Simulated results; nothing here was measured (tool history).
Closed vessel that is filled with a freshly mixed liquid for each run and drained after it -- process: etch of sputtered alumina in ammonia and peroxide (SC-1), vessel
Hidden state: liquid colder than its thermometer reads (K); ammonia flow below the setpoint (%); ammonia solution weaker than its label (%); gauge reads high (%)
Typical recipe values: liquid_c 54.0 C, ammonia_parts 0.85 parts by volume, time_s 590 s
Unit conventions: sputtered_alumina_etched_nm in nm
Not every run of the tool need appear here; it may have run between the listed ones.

run	hour	liquid_c	ammonia_parts	time_s	wafers since the last listed run	hours since the thermometer was replaced	hours since the ammonia flow meter was replaced	hours since the drum of ammonia solution was connected	hours since the gauge calibration	read-back film thickness of the sputtered alumina reference wafer, read on the same gauge (nm)	sputtered_alumina_etched_nm
1	0.0	54.0	0.85	590	0	1654.3	555.6	318.0	2803.6	79.99	35.40
2	43.4	54.0	1.10	590	3105	1697.7	599.0	361.4	2847.0	79.96	37.28
# hour 48.2: thermometer replaced
3	106.8	54.0	0.85	590	4465	58.6	662.4	424.8	2910.4	80.00	40.41
4	176.4	54.0	0.85	590	4980	128.2	732.0	494.4	2980.0	80.03	39.60
5	244.3	54.0	0.85	590	4859	196.1	799.9	562.3	3047.9	80.00	39.14
# hour 257.0: ammonia flow meter replaced
6	297.5	54.0	0.85	475	3735	249.3	40.5	615.5	3101.1	80.01	31.32
7	325.4	54.0	1.20	590	1996	277.2	68.4	643.4	3129.0	79.98	40.47
8	362.7	49.5	0.85	840	2669	314.5	105.7	680.7	3166.3	80.00	43.64
9	400.3	47.0	1.20	385	2690	352.1	143.3	718.3	3203.9	79.98	17.66
10	436.7	54.0	0.85	590	2604	388.5	179.7	754.7	3240.3	79.99	39.03
11	477.1	49.5	0.85	685	2891	428.9	220.1	795.1	3280.7	80.01	35.16
12	524.0	63.0	1.15	590	3356	475.8	267.0	842.0	3327.6	79.99	64.23
13	571.0	45.5	0.85	310	3363	522.8	314.0	889.0	3374.6	79.96	12.79
# hour 584.1: new drum of ammonia solution connected
14	620.7	54.0	0.85	590	3485	572.5	363.7	36.6	3424.3	80.02	37.84
15	673.0	54.0	0.85	590	3742	624.8	416.0	88.9	3476.6	80.03	38.19
# hour 704.2: gauge calibrated
16	719.4	59.0	0.85	425	3320	671.2	462.4	135.3	15.2	80.02	36.48
17	761.3	51.0	0.95	270	2998	713.1	504.3	177.2	57.1	80.05	14.92
18	808.3	54.0	0.85	590	3363	760.1	551.3	224.2	104.1	79.98	38.19
19	876.1	60.5	1.05	400	4852	827.9	619.1	292.0	171.9	80.01	36.73
20	924.5	54.0	0.85	590	3463	876.3	667.5	340.4	220.3	79.97	37.21
21	986.0	54.0	1.00	725	4401	937.8	729.0	401.9	281.8	79.99	46.51
22	1041.6	51.5	1.20	310	3978	993.4	784.6	457.5	337.4	80.02	17.59
# hour 1156.0: ammonia flow meter replaced
23	1176.8	54.0	0.70	265	9603	1128.6	20.8	592.7	472.6	80.00	16.48
24	1243.2	54.0	0.85	590	4751	1195.0	87.2	659.1	539.0	79.97	37.68
25	1310.3	62.0	0.85	590	4801	1262.1	154.3	726.2	606.1	80.02	55.42
26	1362.5	54.0	0.85	590	3735	1314.3	206.5	778.4	658.3	80.01	36.67
27	1408.5	51.5	0.60	745	3291	1360.3	252.5	824.4	704.3	79.96	39.36
28	1453.0	47.5	0.60	885	3184	1404.8	297.0	868.9	748.8	79.97	36.22

Results for each run, recomputed without the tool's hidden state and with each run's random variation untouched:
run	sputtered_alumina_etched_nm
1	39.51
2	41.73
3	40.67
4	40.03
5	39.73
6	31.90
7	41.28
8	44.66
9	18.13
10	40.09
11	36.24
12	66.20
13	13.28
14	39.33
15	39.82
16	38.09
17	15.66
18	40.14
19	38.69
20	39.41
21	49.44
22	18.80
23	17.73
24	40.72
25	59.87
26	39.93
27	43.03
28	39.82
